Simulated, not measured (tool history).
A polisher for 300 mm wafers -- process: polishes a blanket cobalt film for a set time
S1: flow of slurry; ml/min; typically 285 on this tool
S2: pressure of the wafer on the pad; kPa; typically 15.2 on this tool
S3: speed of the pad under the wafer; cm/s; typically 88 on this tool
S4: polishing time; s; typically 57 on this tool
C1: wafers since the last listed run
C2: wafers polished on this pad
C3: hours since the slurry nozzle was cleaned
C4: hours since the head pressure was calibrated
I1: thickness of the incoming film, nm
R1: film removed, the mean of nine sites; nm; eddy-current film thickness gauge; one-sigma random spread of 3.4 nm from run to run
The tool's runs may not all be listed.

run,hour,S1,S2,S3,S4,C1,C2,C3,C4,I1,R1
1,0.0,285,15.2,88,57,0,543,786.2,945.6,768.9,250.5
2,15.9,285,15.2,66,57,205,749,802.1,961.5,746.6,187.0
# hour 38.6: worn pad replaced by a new one
3,65.8,285,15.2,66,57,594,352,852.0,1011.4,762.5,187.6
4,80.6,285,15.2,88,62,191,544,866.8,1026.2,758.2,269.8
5,89.5,285,15.2,88,62,115,659,875.7,1035.1,764.7,271.3
# hour 104.6: head pressure recalibrated
6,106.4,285,15.2,88,62,192,852,892.6,1.8,760.6,272.2
# hour 115.9: worn pad replaced by a new one
7,116.4,260,15.2,96,57,77,6,902.6,11.8,756.8,269.7

Run 8 has not been measured yet. What should we expect?
8,130.5,285,15.2,98,57,182,189,916.7,25.9,761.0,?

R1: 279.0 nm
Had the tool carried no hidden state, the very same run would have given R1 279.0 nm.

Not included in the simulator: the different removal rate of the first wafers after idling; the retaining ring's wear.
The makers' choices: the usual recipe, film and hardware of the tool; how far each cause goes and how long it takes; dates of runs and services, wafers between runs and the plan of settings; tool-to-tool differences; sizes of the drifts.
